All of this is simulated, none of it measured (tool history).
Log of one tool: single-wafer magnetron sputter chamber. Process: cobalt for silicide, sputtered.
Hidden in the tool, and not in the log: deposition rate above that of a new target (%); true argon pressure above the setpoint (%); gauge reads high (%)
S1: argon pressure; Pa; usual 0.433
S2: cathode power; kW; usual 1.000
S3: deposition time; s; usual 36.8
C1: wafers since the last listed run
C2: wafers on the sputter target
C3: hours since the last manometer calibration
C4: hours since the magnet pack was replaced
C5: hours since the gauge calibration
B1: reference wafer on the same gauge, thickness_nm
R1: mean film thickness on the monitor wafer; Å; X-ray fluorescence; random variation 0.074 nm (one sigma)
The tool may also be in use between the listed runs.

run	hour	S1	S2	S3	C1	C2	C3	C4	C5	B1	R1
1	0.0	0.433	1.000	36.8	0	1900	793.1	7807.1	590.7	18.494	160.18
2	15.5	0.433	1.000	36.8	411	2312	808.6	7822.6	606.2	18.509	158.86
3	30.0	0.487	1.000	36.8	384	2697	823.1	7837.1	620.7	18.466	155.22
4	43.0	0.487	1.000	36.8	345	3042	836.1	7850.1	633.7	18.507	153.58
5	77.9	0.433	1.000	36.8	926	3968	871.0	7885.0	668.6	18.489	156.75
6	112.1	0.433	1.000	36.8	907	4876	905.2	7919.2	702.8	18.543	155.39
7	128.4	0.433	1.000	36.8	432	5309	921.5	7935.5	719.1	18.495	155.38
8	151.9	0.433	1.000	36.8	623	5933	945.0	7959.0	742.6	18.488	154.19
9	175.4	0.433	1.000	36.8	623	6557	968.5	7982.5	766.1	18.493	154.93
# hour 202.9: sputter target and shields replaced
10	211.2	0.433	1.000	36.8	738	219	1004.3	8018.3	801.9	18.478	162.38
11	245.9	0.525	1.000	41.3	921	1141	1039.0	8053.0	836.6	18.507	174.56
# hour 256.4: gauge calibrated
12	279.2	0.525	1.000	41.3	884	2025	1072.3	8086.3	22.8	18.468	173.43
13	305.5	0.433	1.000	36.8	698	2723	1098.6	8112.6	49.1	18.506	159.97
14	334.0	0.433	1.000	36.8	756	3479	1127.1	8141.1	77.6	18.515	158.68
15	362.0	0.433	0.900	41.0	743	4223	1155.1	8169.1	105.6	18.511	163.84
16	389.1	0.296	1.000	36.8	719	4942	1182.2	8196.2	132.7	18.483	169.92
17	408.9	0.433	1.000	36.8	525	5468	1202.0	8216.0	152.5	18.510	156.00
# hour 447.4: magnet pack replaced
18	447.9	0.542	1.000	36.8	822	6291	1241.0	0.5	191.5	18.528	146.88
19	469.3	0.433	1.000	36.8	568	6859	1262.4	21.9	212.9	18.505	154.74
# hour 498.5: sputter target and shields replaced
20	499.0	0.301	0.800	36.8	576	12	1292.1	51.6	242.6	18.528	150.67
# hour 509.9: capacitance manometer re-zeroed and calibrated
21	515.3	0.386	0.800	41.9	220	232	5.4	67.9	258.9	18.502	162.05
22	532.2	0.433	1.000	36.8	448	681	22.3	84.8	275.8	18.527	160.66
23	550.2	0.310	0.750	36.8	477	1159	40.3	102.8	293.8	18.498	142.93
24	569.2	0.433	1.000	36.8	504	1663	59.3	121.8	312.8	18.530	160.78
25	599.0	0.433	1.000	42.4	791	2454	89.1	151.6	342.6	18.479	184.60
26	623.4	0.506	1.000	33.6	647	3102	113.5	176.0	367.0	18.502	139.56
27	646.3	0.578	1.150	39.8	607	3710	136.4	198.9	389.9	18.465	174.29

Forecast each of these 4 alternatives for the next run:
A	646.7	0.433	1.000	42.6	10	3721	136.8	199.3	390.3	?	?
B	646.7	0.380	1.150	30.3	10	3721	136.8	199.3	390.3	?	?
C	646.7	0.305	1.150	30.4	10	3721	136.8	199.3	390.3	?	?
D	646.7	0.590	1.000	36.8	10	3721	136.8	199.3	390.3	?	?

run	B1	R1
A	18.509	182.66
B	18.509	147.29
C	18.509	153.83
D	18.509	145.46
Without the tool's hidden state the same runs would have given:
run	R1
A	189.09
B	152.47
C	159.24
D	150.59

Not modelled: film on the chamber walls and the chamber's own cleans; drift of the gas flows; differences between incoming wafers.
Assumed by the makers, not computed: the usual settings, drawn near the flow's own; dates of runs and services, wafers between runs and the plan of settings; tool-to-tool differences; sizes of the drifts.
